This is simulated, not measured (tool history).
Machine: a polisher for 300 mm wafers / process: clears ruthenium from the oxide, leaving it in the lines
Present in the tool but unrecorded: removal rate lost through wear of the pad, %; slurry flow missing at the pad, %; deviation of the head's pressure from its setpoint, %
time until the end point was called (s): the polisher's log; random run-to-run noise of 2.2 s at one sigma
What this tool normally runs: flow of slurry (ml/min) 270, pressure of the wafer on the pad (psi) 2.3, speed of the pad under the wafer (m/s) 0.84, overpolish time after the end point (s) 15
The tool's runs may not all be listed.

run,hour,flow of slurry (ml/min),pressure of the wafer on the pad (psi),speed of the pad under the wafer (m/s),overpolish time after the end point (s),wafers since the last listed run,wafers polished on this pad,hours since the slurry nozzle was cleaned,hours since the head pressure was calibrated,"incoming thickness of the incoming film, nm",time until the end point was called (s)
1,0.0,270,2.3,0.84,15,0,390,824.3,582.0,139.7,100.6
# hour 76.5: slurry nozzle cleaned
2,98.2,270,2.3,0.84,15,709,1099,21.7,680.2,137.9,102.3
3,138.7,270,2.3,0.84,15,295,1395,62.2,720.7,140.9,108.0
4,226.8,270,2.3,0.84,15,642,2037,150.3,808.8,139.3,103.1
# hour 231.4: head pressure recalibrated
# hour 243.8: worn pad replaced by a new one
5,274.1,270,2.3,0.68,15,301,221,197.6,42.7,142.6,140.7
6,331.6,270,2.3,0.62,15,419,640,255.1,100.2,137.3,146.7
7,403.9,270,2.3,0.62,15,527,1168,327.4,172.5,138.0,137.5
8,482.8,270,2.3,0.62,15,575,1744,406.3,251.4,142.2,142.6
# hour 501.6: worn pad replaced by a new one
9,520.1,270,2.3,0.84,15,242,135,443.6,288.7,139.4,103.5
10,579.9,270,2.3,0.84,15,436,571,503.4,348.5,139.9,103.9
11,632.3,270,2.3,0.84,15,382,953,555.8,400.9,140.7,103.1
12,679.7,270,1.7,0.84,15,345,1299,603.2,448.3,140.4,138.2

Forecast run 13:
13,726.6,270,3.0,0.84,10,342,1642,650.1,495.2,140.4,?

time until the end point was called (s): 79.3
Were there no unlogged condition in the tool, this run, its random variation unchanged, would have produced time until the end point was called (s) 88.0.
